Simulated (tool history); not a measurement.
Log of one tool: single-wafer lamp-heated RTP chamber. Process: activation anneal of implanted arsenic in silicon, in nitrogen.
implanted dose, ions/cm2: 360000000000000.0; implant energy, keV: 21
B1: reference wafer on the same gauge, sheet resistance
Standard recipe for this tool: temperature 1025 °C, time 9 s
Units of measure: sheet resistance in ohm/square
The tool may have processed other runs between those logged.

run 1 hour=0.0 | temperature=1025 time=13 | B1=320.96 | sheet_resistance=280.49
-- hour=15.6 reflector plate cleaned
run 2 hour=94.8 | temperature=1025 time=13 | B1=320.97 | sheet_resistance=279.64
run 3 hour=183.7 | temperature=1025 time=13 | B1=321.01 | sheet_resistance=280.40
-- hour=232.4 gauge calibrated
run 4 hour=267.7 | temperature=1025 time=9 | B1=321.02 | sheet_resistance=281.34
run 5 hour=367.9 | temperature=1025 time=9 | B1=321.02 | sheet_resistance=282.00
-- hour=391.9 pyrometer window cleaned and pyrometer calibrated
run 6 hour=455.5 | temperature=1025 time=9 | B1=320.97 | sheet_resistance=282.61
run 7 hour=527.5 | temperature=1002 time=9 | B1=321.13 | sheet_resistance=284.02
-- hour=552.7 reflector plate cleaned
run 8 hour=600.3 | temperature=1002 time=9 | B1=321.01 | sheet_resistance=283.76
run 9 hour=679.2 | temperature=1025 time=9 | B1=321.03 | sheet_resistance=281.52
run 10 hour=742.9 | temperature=1025 time=9 | B1=320.90 | sheet_resistance=281.40
run 11 hour=779.2 | temperature=1025 time=9 | B1=320.99 | sheet_resistance=281.58
-- hour=807.9 pyrometer window cleaned and pyrometer calibrated
run 12 hour=935.7 | temperature=1044 time=9 | B1=320.95 | sheet_resistance=279.60
run 13 hour=1039.0 | temperature=1044 time=9 | B1=321.03 | sheet_resistance=279.95
-- hour=1116.7 reflector plate cleaned
run 14 hour=1143.0 | temperature=1039 time=6 | B1=321.04 | sheet_resistance=282.57
run 15 hour=1182.3 | temperature=1039 time=6 | B1=320.99 | sheet_resistance=282.91

Predict the results of run 16:
run 16 hour=1262.5 | temperature=1053 time=4 | B1=? | sheet_resistance=?

For run 16 the tool returned B1 321.04, sheet resistance 283.26 ohm/square.
Were there no unlogged condition in the tool, this run, its random variation unchanged, would have produced sheet resistance 283.26 ohm/square.
